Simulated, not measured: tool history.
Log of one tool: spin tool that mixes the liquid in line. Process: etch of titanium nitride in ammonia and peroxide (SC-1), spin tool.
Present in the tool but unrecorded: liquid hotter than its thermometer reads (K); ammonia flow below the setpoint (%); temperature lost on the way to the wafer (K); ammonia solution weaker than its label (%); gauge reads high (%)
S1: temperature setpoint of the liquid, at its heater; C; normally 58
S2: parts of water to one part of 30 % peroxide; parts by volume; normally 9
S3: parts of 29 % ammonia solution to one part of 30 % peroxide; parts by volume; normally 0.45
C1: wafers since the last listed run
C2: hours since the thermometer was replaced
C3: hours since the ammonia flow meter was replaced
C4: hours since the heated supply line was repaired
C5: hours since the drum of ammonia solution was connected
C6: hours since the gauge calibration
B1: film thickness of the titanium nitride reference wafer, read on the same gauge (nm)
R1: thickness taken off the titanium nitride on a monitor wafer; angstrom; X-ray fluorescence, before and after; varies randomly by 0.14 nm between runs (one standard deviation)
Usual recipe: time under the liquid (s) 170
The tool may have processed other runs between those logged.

run 1 day=0 | S1=58 S2=9 S3=0.45 time_under_the_liquid_(s)=170 | C1=0 C2=987.7 C3=339.7 C4=473.1 C5=392.1 C6=1077.5 | B1=30.03 | R1=134.9
run 2 day=1.929 | S1=58 S2=9 S3=0.45 time_under_the_liquid_(s)=170 | C1=492 C2=1034 C3=386 C4=519.4 C5=438.4 C6=1123.8 | B1=29.98 | R1=134
-- day=2.05 new drum of ammonia solution connected
run 3 day=3.717 | S1=58 S2=9 S3=0.45 time_under_the_liquid_(s)=170 | C1=445 C2=1076.9 C3=428.9 C4=562.3 C5=40 C6=1166.7 | B1=30.01 | R1=133.4
run 4 day=6.5 | S1=58 S2=9 S3=0.45 time_under_the_liquid_(s)=170 | C1=710 C2=1143.7 C3=495.7 C4=629.1 C5=106.8 C6=1233.5 | B1=30 | R1=135.1
run 5 day=8.008 | S1=58 S2=9 S3=0.45 time_under_the_liquid_(s)=170 | C1=385 C2=1179.9 C3=531.9 C4=665.3 C5=143 C6=1269.7 | B1=30.03 | R1=133.5
run 6 day=9.379 | S1=58 S2=9 S3=0.45 time_under_the_liquid_(s)=170 | C1=349 C2=1212.8 C3=564.8 C4=698.2 C5=175.9 C6=1302.6 | B1=29.95 | R1=133.2
-- day=9.517 heated supply line repaired
-- day=11.962 gauge calibrated
run 7 day=12.175 | S1=58 S2=9 S3=0.45 time_under_the_liquid_(s)=170 | C1=703 C2=1279.9 C3=631.9 C4=63.8 C5=243 C6=5.1 | B1=30.02 | R1=137.2
-- day=12.738 ammonia flow meter replaced
-- day=13.379 thermometer replaced
run 8 day=14.221 | S1=58 S2=9 S3=0.45 time_under_the_liquid_(s)=210 | C1=500 C2=20.2 C3=35.6 C4=112.9 C5=292.1 C6=54.2 | B1=29.99 | R1=171.7
run 9 day=16.925 | S1=58 S2=9 S3=0.45 time_under_the_liquid_(s)=210 | C1=690 C2=85.1 C3=100.5 C4=177.8 C5=357 C6=119.1 | B1=29.99 | R1=169.4
run 10 day=18.283 | S1=54 S2=9 S3=0.55 time_under_the_liquid_(s)=170 | C1=346 C2=117.7 C3=133.1 C4=210.4 C5=389.6 C6=151.7 | B1=29.99 | R1=109
-- day=20.692 new drum of ammonia solution connected
run 11 day=21.279 | S1=58 S2=9 S3=0.3 time_under_the_liquid_(s)=170 | C1=754 C2=189.6 C3=205 C4=282.3 C5=14.1 C6=223.6 | B1=30.01 | R1=127.7
run 12 day=23.883 | S1=58 S2=9 S3=0.45 time_under_the_liquid_(s)=245 | C1=664 C2=252.1 C3=267.5 C4=344.8 C5=76.6 C6=286.1 | B1=30.02 | R1=191.7
run 13 day=25.3 | S1=49.5 S2=9 S3=0.45 time_under_the_liquid_(s)=170 | C1=361 C2=286.1 C3=301.5 C4=378.8 C5=110.6 C6=320.1 | B1=30.01 | R1=75.7
run 14 day=28.017 | S1=58 S2=9 S3=0.45 time_under_the_liquid_(s)=170 | C1=693 C2=351.3 C3=366.7 C4=444 C5=175.8 C6=385.3 | B1=30 | R1=134
run 15 day=29.204 | S1=58 S2=11 S3=0.45 time_under_the_liquid_(s)=105 | C1=303 C2=379.8 C3=395.2 C4=472.5 C5=204.3 C6=413.8 | B1=30.02 | R1=74.7
run 16 day=31.538 | S1=66.5 S2=9 S3=0.35 time_under_the_liquid_(s)=90 | C1=595 C2=435.8 C3=451.2 C4=528.5 C5=260.3 C6=469.8 | B1=30.02 | R1=118.5
run 17 day=33.354 | S1=66 S2=9 S3=0.45 time_under_the_liquid_(s)=245 | C1=463 C2=479.4 C3=494.8 C4=572.1 C5=303.9 C6=513.4 | B1=30 | R1=323.9
run 18 day=34.858 | S1=58 S2=9 S3=0.45 time_under_the_liquid_(s)=170 | C1=383 C2=515.5 C3=530.9 C4=608.2 C5=340 C6=549.5 | B1=29.97 | R1=130.8
-- day=37.512 heated supply line repaired
run 19 day=37.75 | S1=58 S2=9 S3=0.45 time_under_the_liquid_(s)=170 | C1=727 C2=584.9 C3=600.3 C4=5.7 C5=409.4 C6=618.9 | B1=29.96 | R1=144
-- day=39.571 ammonia flow meter replaced
run 20 day=40.192 | S1=58 S2=9 S3=0.45 time_under_the_liquid_(s)=170 | C1=612 C2=643.5 C3=14.9 C4=64.3 C5=468 C6=677.5 | B1=29.95 | R1=137.5
-- day=41.154 new drum of ammonia solution connected
run 21 day=43.129 | S1=67.5 S2=9 S3=0.45 time_under_the_liquid_(s)=170 | C1=739 C2=714 C3=85.4 C4=134.8 C5=47.4 C6=748 | B1=30.04 | R1=261.8
run 22 day=45.154 | S1=58 S2=9 S3=0.55 time_under_the_liquid_(s)=170 | C1=516 C2=762.6 C3=134 C4=183.4 C5=96 C6=796.6 | B1=29.97 | R1=143.7
run 23 day=46.254 | S1=58 S2=9 S3=0.45 time_under_the_liquid_(s)=170 | C1=280 C2=789 C3=160.4 C4=209.8 C5=122.4 C6=823 | B1=30 | R1=140.6

Below are 5 alternative next runs, each starting from the tool's condition after run 23. Predict each:
run A day=46.275 | S1=58 S2=9 S3=0.6 time_under_the_liquid_(s)=170 | C1=5 C2=789.5 C3=160.9 C4=210.3 C5=122.9 C6=823.5 | B1=? | R1=?
run B day=46.275 | S1=58 S2=9 S3=0.45 time_under_the_liquid_(s)=260 | C1=5 C2=789.5 C3=160.9 C4=210.3 C5=122.9 C6=823.5 | B1=? | R1=?
run C day=46.275 | S1=58 S2=9 S3=0.45 time_under_the_liquid_(s)=250 | C1=5 C2=789.5 C3=160.9 C4=210.3 C5=122.9 C6=823.5 | B1=? | R1=?
run D day=46.275 | S1=58 S2=8 S3=0.6 time_under_the_liquid_(s)=170 | C1=5 C2=789.5 C3=160.9 C4=210.3 C5=122.9 C6=823.5 | B1=? | R1=?
run E day=46.275 | S1=58 S2=9 S3=0.55 time_under_the_liquid_(s)=80 | C1=5 C2=789.5 C3=160.9 C4=210.3 C5=122.9 C6=823.5 | B1=? | R1=?

run=A B1=30 R1=145.1
run=B B1=30 R1=211.2
run=C B1=30 R1=203.1
run=D B1=30 R1=153.9
run=E B1=30 R1=67.3
What these runs would have given with no unlogged condition in the tool:
run=A R1=149
run=B R1=216.9
run=C R1=208.6
run=D R1=158.1
run=E R1=69.1
